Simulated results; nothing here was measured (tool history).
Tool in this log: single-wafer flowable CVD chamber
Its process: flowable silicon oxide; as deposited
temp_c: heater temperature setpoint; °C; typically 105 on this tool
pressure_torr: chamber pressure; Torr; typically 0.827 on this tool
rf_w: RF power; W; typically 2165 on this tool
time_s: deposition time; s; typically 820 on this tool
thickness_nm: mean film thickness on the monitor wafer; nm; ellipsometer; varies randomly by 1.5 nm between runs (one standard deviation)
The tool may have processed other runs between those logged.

run,hour,temp_c,pressure_torr,rf_w,time_s,"read-back reference wafer on the same gauge, thickness_nm",thickness_nm
1,0,105,0.827,2165,820,439.313,475.43
2,94.2,105,0.827,2165,820,440.93,472.491
3,199.9,105,0.827,2165,913,440.674,525.488
4,236.4,105,0.827,2165,913,439.602,524.999
5,312.9,105,0.827,2165,913,439.599,522.059
6,400.6,105,0.827,2165,874,440.537,505.199
7,437.9,105,0.827,2165,874,439.124,502.123
8,486.3,105,0.827,2165,874,439.813,501.075
9,561,105,0.827,2165,820,439.884,469.288
10,616.1,105,0.827,2165,820,439.541,467.882
# hour 701.8: capacitance manometer re-zeroed and calibrated
11,702.3,105,0.827,2165,820,439.746,457.425
# hour 755.8: thermocouple changed; heater temperature recalibrated
12,799.3,105,0.827,1990,820,440.529,473.035
13,897.2,105,0.827,2165,820,440.11,481.11
14,990.8,105,0.827,2165,820,440.351,479.145
15,1096.5,105,0.827,2165,874,440.061,511.478
16,1177,105,0.704,1785,734,440.609,348.242
17,1226.8,92,0.669,2165,820,439.43,632.526
# hour 1238.4: RF generator calibrated
18,1266.5,120,1.007,2280,862,439.532,362.8
19,1302.8,105,0.827,2165,820,440.222,475.849
20,1341.5,118,0.706,2350,820,439.945,258.945
21,1446.9,105,0.827,2165,820,440.137,477.455
22,1611.2,92,0.827,2165,690,440.705,654.313
# hour 1632: showerhead replaced
23,1718,105,0.827,2165,820,440.041,474.908
# hour 1731.6: gauge calibrated
# hour 1755: thermocouple changed; heater temperature recalibrated
24,1818.3,95,0.827,1895,820,440.74,692.338
25,1892.3,105,0.722,1880,820,440.2,415.125
# hour 1974.5: capacitance manometer re-zeroed and calibrated
26,1999.3,105,0.695,1975,820,440.521,387.906
27,2103.1,105,0.827,2555,968,439.667,571.434
28,2185.7,105,0.827,2165,820,439.934,471.8

Alternative continuations, all from the tool just after run 28; predict every row:
A,2186.3,105,0.827,2165,820,?,?
B,2186.3,99,0.71,2465,895,?,?
C,2186.3,93,0.827,1915,820,?,?
D,2186.3,110,0.97,2165,700,?,?

run,"read-back reference wafer on the same gauge, thickness_nm",thickness_nm
A,440.276,472.676
B,440.276,568.64
C,440.276,724.962
D,440.276,392.434
Take away the tool's hidden state, keep each run's random variation, and the runs would have read:
run,thickness_nm
A,476.107
B,572.432
C,730.398
D,395.11

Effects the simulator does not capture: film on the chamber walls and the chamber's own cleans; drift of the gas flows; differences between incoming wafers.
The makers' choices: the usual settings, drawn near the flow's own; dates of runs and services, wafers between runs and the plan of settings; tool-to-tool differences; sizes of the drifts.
